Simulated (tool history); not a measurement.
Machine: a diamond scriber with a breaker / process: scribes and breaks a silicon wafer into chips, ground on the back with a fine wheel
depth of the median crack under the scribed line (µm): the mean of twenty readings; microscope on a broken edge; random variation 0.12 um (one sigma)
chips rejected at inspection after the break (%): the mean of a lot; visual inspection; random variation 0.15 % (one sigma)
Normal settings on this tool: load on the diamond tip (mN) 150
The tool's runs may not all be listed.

| run | hour | load on the diamond tip (mN) | incoming depth of the damage left on the back of the incoming wafer, um | depth of the median crack under the scribed line (µm) | chips rejected at inspection after the break (%) |
|---|---|---|---|---|---|
| 1 | 0 | 150 | 2.61 | 8.06 | 3.92 |
| 2 | 34.2 | 150 | 2.31 | 8.08 | 3.4 |
| 3 | 113 | 150 | 1.86 | 7.94 | 2.52 |
| 4 | 142.1 | 150 | 2.44 | 7.92 | 4.19 |
| 5 | 168.1 | 150 | 2.12 | 7.93 | 3.19 |
| 6 | 184.6 | 160 | 1.95 | 8.16 | 2.51 |
| 7 | 208 | 150 | 2.61 | 7.7 | 4.61 |
|  | 218.7 | load on the tip recalibrated |
| 8 | 243.6 | 182 | 2.96 | 8.37 | 4.7 |
|  | 250.7 | diamond tip replaced by a new one |
| 9 | 270.1 | 118 | 2.39 | 6.98 | 5.7 |
| 10 | 292.3 | 150 | 1.72 | 8.03 | 2.28 |
| 11 | 308.7 | 110 | 2.16 | 6.99 | 5.79 |
| 12 | 338.1 | 192 | 2.83 | 9.41 | 5.24 |
| 13 | 366.8 | 179 | 2.15 | 9.04 | 3.48 |
| 14 | 398 | 138 | 2.11 | 7.77 | 3.55 |
| 15 | 490.2 | 135 | 1.76 | 7.4 | 3.96 |

3 ways to go on from here, each from the tool as it stands after run 15. What would each give?
| A | 490.8 | 150 | 2.69 | ? | ? |
| B | 490.8 | 111 | 2.69 | ? | ? |
| C | 490.8 | 193 | 2.69 | ? | ? |

| run | depth of the median crack under the scribed line (µm) | chips rejected at inspection after the break (%) |
|---|---|---|
| A | 7.63 | 5.19 |
| B | 6.5 | 11.02 |
| C | 8.78 | 4.41 |
Take away the tool's hidden state, keep each run's random variation, and the runs would have read:
| run | depth of the median crack under the scribed line (µm) | chips rejected at inspection after the break (%) |
|---|---|---|
| A | 8.1 | 4.35 |
| B | 6.9 | 8.25 |
| C | 9.32 | 5.32 |

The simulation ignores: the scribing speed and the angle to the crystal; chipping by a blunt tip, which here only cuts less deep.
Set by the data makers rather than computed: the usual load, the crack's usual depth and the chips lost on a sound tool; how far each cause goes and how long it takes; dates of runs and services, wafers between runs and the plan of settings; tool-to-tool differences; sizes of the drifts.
